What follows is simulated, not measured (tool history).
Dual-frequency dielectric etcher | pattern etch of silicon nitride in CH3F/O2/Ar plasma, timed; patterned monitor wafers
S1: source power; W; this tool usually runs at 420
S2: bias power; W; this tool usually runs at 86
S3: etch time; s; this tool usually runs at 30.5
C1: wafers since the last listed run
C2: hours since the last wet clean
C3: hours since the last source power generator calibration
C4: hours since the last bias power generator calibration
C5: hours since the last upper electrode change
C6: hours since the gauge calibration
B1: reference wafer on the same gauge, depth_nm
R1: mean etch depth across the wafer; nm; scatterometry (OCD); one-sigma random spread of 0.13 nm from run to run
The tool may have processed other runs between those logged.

run,day,S1,S2,S3,C1,C2,C3,C4,C5,C6,B1,R1
1,0.000,360,86,30.5,0,35.5,4068.4,3246.3,179.0,546.3,22.19,22.45
# day 1.896: bias power generator calibrated
2,1.917,390,86,30.5,696,81.5,4114.4,0.5,225.0,592.3,22.18,22.98
3,3.883,390,86,30.5,782,128.7,4161.6,47.7,272.2,639.5,22.16,23.11
4,5.700,370,86,37.0,723,172.3,4205.2,91.3,315.8,683.1,22.17,27.52
5,7.025,370,86,37.0,527,204.1,4237.0,123.1,347.6,714.9,22.26,27.58
6,8.875,370,86,37.0,736,248.5,4281.4,167.5,392.0,759.3,22.23,27.83
7,11.558,500,86,30.5,1067,312.9,4345.8,231.9,456.4,823.7,22.17,25.68
# day 11.979: source power generator calibrated
8,14.321,420,65,30.5,1033,379.2,56.2,298.2,522.7,890.0,22.20,22.23
# day 15.658: wet clean of the chamber
9,15.679,460,86,30.5,142,0.5,88.8,330.8,555.3,922.6,22.20,24.32
10,16.604,420,73,30.5,368,22.7,111.0,353.0,577.5,944.8,22.19,22.78
11,18.362,360,86,30.5,699,64.9,153.2,395.2,619.7,987.0,22.17,22.61
12,20.696,420,66,26.5,928,120.9,209.2,451.2,675.7,1043.0,22.19,19.22
13,22.979,420,86,27.0,908,175.7,264.0,506.0,730.5,1097.8,22.22,21.16
14,25.912,420,67,27.5,1167,246.1,334.4,576.4,800.9,1168.2,22.21,20.31
15,27.362,420,86,30.5,577,280.9,369.2,611.2,835.7,1203.0,22.23,24.07
16,28.804,500,103,30.5,573,315.5,403.8,645.8,870.3,1237.6,22.20,27.34
# day 29.925: gauge calibrated
17,30.371,420,86,30.5,623,353.1,441.4,683.4,907.9,10.7,22.14,24.04
# day 33.175: wet clean of the chamber
18,33.196,420,86,30.5,726,0.5,509.2,751.2,975.7,78.5,22.21,23.87
19,34.000,450,98,30.5,320,19.8,528.5,770.5,995.0,97.8,22.16,25.37
20,35.179,420,99,30.5,469,48.1,556.8,798.8,1023.3,126.1,22.21,24.62
21,36.904,420,107,23.5,686,89.5,598.2,840.2,1064.7,167.5,22.18,19.46
22,37.912,420,86,30.5,401,113.7,622.4,864.4,1088.9,191.7,22.20,23.97
23,40.583,390,71,33.5,1062,177.8,686.5,928.5,1153.0,255.8,22.17,24.18
24,43.500,420,86,30.5,1160,247.8,756.5,998.5,1223.0,325.8,22.26,23.91
25,45.046,420,86,30.5,615,284.9,793.6,1035.6,1260.1,362.9,22.18,24.02
26,47.892,360,86,26.0,1132,353.2,861.9,1103.9,1328.4,431.2,22.21,19.46
# day 49.150: wet clean of the chamber
27,50.112,460,97,30.5,485,23.1,915.2,1157.2,1381.7,484.5,22.20,25.75
28,51.400,380,80,38.0,512,54.0,946.1,1188.1,1412.6,515.4,22.23,28.24
29,54.175,450,100,25.0,1104,120.6,1012.7,1254.7,1479.2,582.0,22.19,21.26
30,55.792,420,79,30.5,643,159.4,1051.5,1293.5,1518.0,620.8,22.22,23.36

Branching from run 30: 4 alternative next runs. What would each branch give?
A,55.808,420,86,30.5,6,159.8,1051.9,1293.9,1518.4,621.2,?,?
B,55.808,340,105,36.5,6,159.8,1051.9,1293.9,1518.4,621.2,?,?
C,55.808,420,86,22.5,6,159.8,1051.9,1293.9,1518.4,621.2,?,?
D,55.808,330,103,22.0,6,159.8,1051.9,1293.9,1518.4,621.2,?,?

run,B1,R1
A,22.13,23.94
B,22.13,28.08
C,22.13,17.66
D,22.13,16.64
Stripped of hidden state, with their random variation kept, the same runs would have yielded:
run,R1
A,23.68
B,27.76
C,17.47
D,16.46

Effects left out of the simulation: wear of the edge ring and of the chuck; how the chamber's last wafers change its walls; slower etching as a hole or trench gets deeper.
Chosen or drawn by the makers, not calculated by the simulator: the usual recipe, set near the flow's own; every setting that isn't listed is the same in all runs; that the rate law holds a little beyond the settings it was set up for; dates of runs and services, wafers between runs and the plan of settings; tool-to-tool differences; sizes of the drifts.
